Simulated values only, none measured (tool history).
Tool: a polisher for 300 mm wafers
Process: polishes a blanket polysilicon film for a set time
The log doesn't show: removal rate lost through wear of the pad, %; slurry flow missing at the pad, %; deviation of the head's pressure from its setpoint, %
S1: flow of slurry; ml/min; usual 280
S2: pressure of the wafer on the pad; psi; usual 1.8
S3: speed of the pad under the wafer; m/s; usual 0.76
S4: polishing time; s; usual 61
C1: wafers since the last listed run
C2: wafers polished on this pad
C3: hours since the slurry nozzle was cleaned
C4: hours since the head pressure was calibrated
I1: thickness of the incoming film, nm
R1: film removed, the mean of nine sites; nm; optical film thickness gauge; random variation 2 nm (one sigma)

{"run": 1, "day": 0.0, "S1": 280, "S2": 1.8, "S3": 0.76, "S4": 61, "C1": 0, "C2": 492, "C3": 27.4, "C4": 455.4, "I1": 1356.7, "R1": 251.2}
{"run": 2, "day": 2.717, "S1": 280, "S2": 1.8, "S3": 0.76, "S4": 65, "C1": 692, "C2": 1184, "C3": 92.6, "C4": 520.6, "I1": 1400.7, "R1": 269.6}
{"run": 3, "day": 5.429, "S1": 280, "S2": 1.8, "S3": 0.76, "S4": 65, "C1": 691, "C2": 1876, "C3": 157.7, "C4": 585.7, "I1": 1377.1, "R1": 265.5}
{"day": 6.712, "done": "worn pad replaced by a new one"}
{"run": 4, "day": 7.767, "S1": 280, "S2": 1.8, "S3": 0.76, "S4": 78, "C1": 553, "C2": 268, "C3": 213.8, "C4": 641.8, "I1": 1374.3, "R1": 322.2}
{"run": 5, "day": 9.383, "S1": 280, "S2": 1.8, "S3": 0.76, "S4": 78, "C1": 412, "C2": 680, "C3": 252.6, "C4": 680.6, "I1": 1371.6, "R1": 320.5}
{"run": 6, "day": 14.45, "S1": 280, "S2": 1.8, "S3": 0.76, "S4": 78, "C1": 1291, "C2": 1972, "C3": 374.2, "C4": 802.2, "I1": 1396.3, "R1": 312.9}
{"day": 15.296, "done": "worn pad replaced by a new one"}
{"run": 7, "day": 17.029, "S1": 280, "S2": 1.8, "S3": 0.76, "S4": 70, "C1": 615, "C2": 441, "C3": 436.1, "C4": 864.1, "I1": 1375.1, "R1": 275.7}
{"run": 8, "day": 18.242, "S1": 280, "S2": 1.8, "S3": 0.76, "S4": 70, "C1": 309, "C2": 750, "C3": 465.2, "C4": 893.2, "I1": 1388.9, "R1": 274.1}
{"day": 18.367, "done": "slurry nozzle cleaned"}
{"run": 9, "day": 19.525, "S1": 280, "S2": 1.8, "S3": 0.76, "S4": 61, "C1": 316, "C2": 1067, "C3": 27.8, "C4": 924, "I1": 1391.7, "R1": 251.5}
{"run": 10, "day": 22.279, "S1": 280, "S2": 1.8, "S3": 0.76, "S4": 61, "C1": 702, "C2": 1769, "C3": 93.9, "C4": 990.1, "I1": 1411.1, "R1": 253.9}
{"day": 24.229, "done": "worn pad replaced by a new one"}
{"run": 11, "day": 24.883, "S1": 280, "S2": 1.8, "S3": 1, "S4": 45, "C1": 621, "C2": 166, "C3": 156.4, "C4": 1052.6, "I1": 1383, "R1": 236.9}
{"run": 12, "day": 26.246, "S1": 280, "S2": 1.8, "S3": 0.76, "S4": 61, "C1": 347, "C2": 514, "C3": 189.1, "C4": 1085.3, "I1": 1385.7, "R1": 253.5}
{"run": 13, "day": 28.388, "S1": 280, "S2": 1.8, "S3": 0.76, "S4": 61, "C1": 546, "C2": 1060, "C3": 240.5, "C4": 1136.7, "I1": 1373.9, "R1": 250.2}
{"day": 30.362, "done": "head pressure recalibrated"}
{"run": 14, "day": 31.329, "S1": 280, "S2": 1.8, "S3": 1, "S4": 45, "C1": 728, "C2": 1789, "C3": 311.1, "C4": 23.2, "I1": 1377.9, "R1": 236.5}
{"run": 15, "day": 32.662, "S1": 280, "S2": 2.1, "S3": 0.76, "S4": 74, "C1": 339, "C2": 2129, "C3": 343.1, "C4": 55.2, "I1": 1360.2, "R1": 348.5}
{"day": 34.183, "done": "worn pad replaced by a new one"}
{"run": 16, "day": 35.592, "S1": 280, "S2": 2.2, "S3": 0.52, "S4": 61, "C1": 704, "C2": 359, "C3": 413.4, "C4": 125.5, "I1": 1377.8, "R1": 207.1}
{"day": 37.612, "done": "slurry nozzle cleaned"}
{"run": 17, "day": 38.454, "S1": 310, "S2": 1.8, "S3": 0.76, "S4": 61, "C1": 719, "C2": 1078, "C3": 20.2, "C4": 194.2, "I1": 1385.3, "R1": 252.7}
{"run": 18, "day": 42.858, "S1": 190, "S2": 1.5, "S3": 0.94, "S4": 49, "C1": 1122, "C2": 2201, "C3": 125.9, "C4": 299.9, "I1": 1352.4, "R1": 199.7}
{"day": 44.7, "done": "worn pad replaced by a new one"}
{"run": 19, "day": 44.783, "S1": 330, "S2": 1.5, "S3": 0.62, "S4": 52, "C1": 448, "C2": 20, "C3": 172.1, "C4": 346.1, "I1": 1381.8, "R1": 149.1}
{"run": 20, "day": 46.767, "S1": 280, "S2": 1.8, "S3": 0.76, "S4": 65, "C1": 505, "C2": 526, "C3": 219.7, "C4": 393.7, "I1": 1397.3, "R1": 264.4}
{"run": 21, "day": 49.142, "S1": 280, "S2": 1.8, "S3": 0.6, "S4": 61, "C1": 605, "C2": 1132, "C3": 276.7, "C4": 450.7, "I1": 1386.3, "R1": 203.4}

3 ways to go on from here, each from the tool as it stands after run 21. What would each give?
{"run": "A", "day": 49.158, "S1": 280, "S2": 1.8, "S3": 0.76, "S4": 61, "C1": 4, "C2": 1136, "C3": 277.1, "C4": 451.1, "I1": 1388.5, "R1": "?"}
{"run": "B", "day": 49.158, "S1": 280, "S2": 1.6, "S3": 0.76, "S4": 61, "C1": 4, "C2": 1136, "C3": 277.1, "C4": 451.1, "I1": 1388.5, "R1": "?"}
{"run": "C", "day": 49.158, "S1": 360, "S2": 1.3, "S3": 0.92, "S4": 61, "C1": 4, "C2": 1136, "C3": 277.1, "C4": 451.1, "I1": 1388.5, "R1": "?"}

run=A R1=247.8
run=B R1=220.3
run=C R1=218.4
Without the tool's hidden state the same runs would have given:
run=A R1=251.2
run=B R1=223.3
run=C R1=220.9
